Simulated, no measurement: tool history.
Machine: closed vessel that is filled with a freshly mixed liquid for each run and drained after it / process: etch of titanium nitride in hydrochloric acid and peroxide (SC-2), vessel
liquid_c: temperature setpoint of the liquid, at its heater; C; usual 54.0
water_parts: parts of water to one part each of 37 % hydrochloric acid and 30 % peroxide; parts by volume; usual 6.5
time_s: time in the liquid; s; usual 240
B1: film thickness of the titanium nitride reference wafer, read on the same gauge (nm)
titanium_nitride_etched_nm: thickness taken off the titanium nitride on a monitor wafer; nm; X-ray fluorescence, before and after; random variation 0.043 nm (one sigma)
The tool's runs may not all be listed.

{"run": 1, "day": 0.0, "liquid_c": 54.0, "water_parts": 6.5, "time_s": 240, "B1": 110.01, "titanium_nitride_etched_nm": 6.01}
{"run": 2, "day": 1.292, "liquid_c": 54.0, "water_parts": 6.5, "time_s": 240, "B1": 110.01, "titanium_nitride_etched_nm": 5.98}
{"day": 3.229, "done": "thermometer replaced"}
{"run": 3, "day": 3.429, "liquid_c": 54.0, "water_parts": 6.5, "time_s": 240, "B1": 109.99, "titanium_nitride_etched_nm": 5.99}
{"run": 4, "day": 4.858, "liquid_c": 54.0, "water_parts": 6.5, "time_s": 240, "B1": 110.0, "titanium_nitride_etched_nm": 5.96}
{"run": 5, "day": 7.762, "liquid_c": 54.0, "water_parts": 6.5, "time_s": 210, "B1": 109.99, "titanium_nitride_etched_nm": 5.23}
{"run": 6, "day": 9.988, "liquid_c": 58.0, "water_parts": 6.5, "time_s": 240, "B1": 110.01, "titanium_nitride_etched_nm": 7.7}
{"run": 7, "day": 11.467, "liquid_c": 50.0, "water_parts": 6.5, "time_s": 160, "B1": 109.98, "titanium_nitride_etched_nm": 3.08}
{"day": 12.646, "done": "new drum of peroxide connected"}
{"run": 8, "day": 13.129, "liquid_c": 51.5, "water_parts": 6.5, "time_s": 240, "B1": 110.0, "titanium_nitride_etched_nm": 5.3}
{"run": 9, "day": 14.562, "liquid_c": 54.0, "water_parts": 6.5, "time_s": 240, "B1": 110.0, "titanium_nitride_etched_nm": 6.13}
{"run": 10, "day": 15.654, "liquid_c": 54.0, "water_parts": 6.5, "time_s": 205, "B1": 110.01, "titanium_nitride_etched_nm": 5.26}
{"run": 11, "day": 18.071, "liquid_c": 54.0, "water_parts": 6.5, "time_s": 205, "B1": 109.99, "titanium_nitride_etched_nm": 5.17}
{"run": 12, "day": 20.746, "liquid_c": 54.0, "water_parts": 6.5, "time_s": 240, "B1": 110.02, "titanium_nitride_etched_nm": 6.15}
{"run": 13, "day": 23.092, "liquid_c": 54.0, "water_parts": 6.5, "time_s": 315, "B1": 110.0, "titanium_nitride_etched_nm": 7.96}
{"run": 14, "day": 25.412, "liquid_c": 54.0, "water_parts": 6.5, "time_s": 205, "B1": 110.01, "titanium_nitride_etched_nm": 5.17}
{"day": 26.842, "done": "thermometer replaced"}
{"run": 15, "day": 27.362, "liquid_c": 54.0, "water_parts": 6.5, "time_s": 130, "B1": 110.03, "titanium_nitride_etched_nm": 3.27}
{"run": 16, "day": 28.567, "liquid_c": 45.5, "water_parts": 6.5, "time_s": 240, "B1": 110.0, "titanium_nitride_etched_nm": 3.42}
{"day": 29.738, "done": "chemicals flow meter replaced"}
{"run": 17, "day": 30.792, "liquid_c": 54.0, "water_parts": 6.5, "time_s": 240, "B1": 110.01, "titanium_nitride_etched_nm": 5.67}
{"day": 31.142, "done": "gauge calibrated"}
{"day": 31.471, "done": "new drum of peroxide connected"}
{"run": 18, "day": 31.825, "liquid_c": 54.0, "water_parts": 6.5, "time_s": 190, "B1": 110.0, "titanium_nitride_etched_nm": 4.6}
{"run": 19, "day": 33.825, "liquid_c": 54.0, "water_parts": 6.5, "time_s": 240, "B1": 110.0, "titanium_nitride_etched_nm": 5.89}
{"run": 20, "day": 36.204, "liquid_c": 48.0, "water_parts": 6.5, "time_s": 240, "B1": 110.01, "titanium_nitride_etched_nm": 3.92}
{"run": 21, "day": 37.312, "liquid_c": 54.0, "water_parts": 6.5, "time_s": 240, "B1": 109.99, "titanium_nitride_etched_nm": 5.87}
{"run": 22, "day": 46.058, "liquid_c": 63.0, "water_parts": 4.0, "time_s": 360, "B1": 110.01, "titanium_nitride_etched_nm": 21.92}
{"run": 23, "day": 48.329, "liquid_c": 54.0, "water_parts": 6.5, "time_s": 180, "B1": 109.98, "titanium_nitride_etched_nm": 4.3}
{"day": 48.95, "done": "new drum of peroxide connected"}
{"run": 24, "day": 50.1, "liquid_c": 54.0, "water_parts": 6.5, "time_s": 195, "B1": 110.01, "titanium_nitride_etched_nm": 4.85}
{"run": 25, "day": 52.938, "liquid_c": 54.0, "water_parts": 4.5, "time_s": 240, "B1": 110.0, "titanium_nitride_etched_nm": 7.77}
{"run": 26, "day": 54.846, "liquid_c": 54.0, "water_parts": 6.5, "time_s": 325, "B1": 110.01, "titanium_nitride_etched_nm": 7.98}
{"day": 55.617, "done": "thermometer replaced"}
{"run": 27, "day": 57.192, "liquid_c": 54.0, "water_parts": 6.5, "time_s": 240, "B1": 109.99, "titanium_nitride_etched_nm": 5.94}
{"run": 28, "day": 59.683, "liquid_c": 54.0, "water_parts": 6.5, "time_s": 240, "B1": 109.98, "titanium_nitride_etched_nm": 5.94}

What if the next run were any one of these 5? Each begins from the tool's condition after run 28:
{"run": "A", "day": 59.712, "liquid_c": 54.0, "water_parts": 4.0, "time_s": 240, "B1": "?", "titanium_nitride_etched_nm": "?"}
{"run": "B", "day": 59.712, "liquid_c": 54.0, "water_parts": 7.5, "time_s": 240, "B1": "?", "titanium_nitride_etched_nm": "?"}
{"run": "C", "day": 59.712, "liquid_c": 48.5, "water_parts": 8.0, "time_s": 145, "B1": "?", "titanium_nitride_etched_nm": "?"}
{"run": "D", "day": 59.712, "liquid_c": 54.0, "water_parts": 8.0, "time_s": 240, "B1": "?", "titanium_nitride_etched_nm": "?"}
{"run": "E", "day": 59.712, "liquid_c": 45.5, "water_parts": 7.5, "time_s": 240, "B1": "?", "titanium_nitride_etched_nm": "?"}

run=A B1=110.00 titanium_nitride_etched_nm=8.36
run=B B1=110.00 titanium_nitride_etched_nm=5.30
run=C B1=110.00 titanium_nitride_etched_nm=2.11
run=D B1=110.00 titanium_nitride_etched_nm=5.03
run=E B1=110.00 titanium_nitride_etched_nm=3.00
Without the tool's unlogged condition, the same runs would have read:
run=A titanium_nitride_etched_nm=8.33
run=B titanium_nitride_etched_nm=5.26
run=C titanium_nitride_etched_nm=2.10
run=D titanium_nitride_etched_nm=5.00
run=E titanium_nitride_etched_nm=2.98
